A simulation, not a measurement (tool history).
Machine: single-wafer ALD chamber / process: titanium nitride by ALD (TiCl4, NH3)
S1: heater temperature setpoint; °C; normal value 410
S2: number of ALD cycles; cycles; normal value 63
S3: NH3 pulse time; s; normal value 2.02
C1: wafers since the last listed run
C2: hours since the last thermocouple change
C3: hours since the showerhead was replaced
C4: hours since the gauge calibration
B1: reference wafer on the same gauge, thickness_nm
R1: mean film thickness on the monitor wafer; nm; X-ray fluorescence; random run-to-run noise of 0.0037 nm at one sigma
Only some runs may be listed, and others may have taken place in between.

run 1 hour=0 | S1=410 S2=59 S3=1.53 | C1=0 C2=2338.2 C3=6038.7 C4=533.6 | B1=1.209 | R1=1.353
run 2 hour=33.2 | S1=410 S2=59 S3=1.53 | C1=147 C2=2371.4 C3=6071.9 C4=566.8 | B1=1.21 | R1=1.357
run 3 hour=220.5 | S1=410 S2=56 S3=2.02 | C1=830 C2=2558.7 C3=6259.2 C4=754.1 | B1=1.209 | R1=1.305
run 4 hour=291 | S1=410 S2=56 S3=2.02 | C1=312 C2=2629.2 C3=6329.7 C4=824.6 | B1=1.21 | R1=1.3
run 5 hour=339.4 | S1=410 S2=56 S3=2.02 | C1=214 C2=2677.6 C3=6378.1 C4=873 | B1=1.209 | R1=1.304
run 6 hour=368.4 | S1=410 S2=63 S3=2.02 | C1=128 C2=2706.6 C3=6407.1 C4=902 | B1=1.21 | R1=1.464
run 7 hour=408.9 | S1=410 S2=63 S3=2.02 | C1=179 C2=2747.1 C3=6447.6 C4=942.5 | B1=1.21 | R1=1.469
run 8 hour=437.1 | S1=410 S2=63 S3=2.02 | C1=125 C2=2775.3 C3=6475.8 C4=970.7 | B1=1.211 | R1=1.465
run 9 hour=508 | S1=410 S2=63 S3=2.02 | C1=314 C2=2846.2 C3=6546.7 C4=1041.6 | B1=1.209 | R1=1.473
run 10 hour=544.5 | S1=410 S2=63 S3=2.02 | C1=161 C2=2882.7 C3=6583.2 C4=1078.1 | B1=1.212 | R1=1.466
run 11 hour=577.8 | S1=410 S2=63 S3=2.02 | C1=147 C2=2916 C3=6616.5 C4=1111.4 | B1=1.211 | R1=1.472
run 12 hour=615.7 | S1=410 S2=63 S3=1.29 | C1=168 C2=2953.9 C3=6654.4 C4=1149.3 | B1=1.208 | R1=1.425

What does the tool deliver on the next run?
run 13 hour=685.6 | S1=421 S2=69 S3=2.02 | C1=310 C2=3023.8 C3=6724.3 C4=1219.2 | B1=? | R1=?

B1: 1.209
R1: 1.616 nm
Without the tool's hidden state the same run would have given R1 1.616 nm.

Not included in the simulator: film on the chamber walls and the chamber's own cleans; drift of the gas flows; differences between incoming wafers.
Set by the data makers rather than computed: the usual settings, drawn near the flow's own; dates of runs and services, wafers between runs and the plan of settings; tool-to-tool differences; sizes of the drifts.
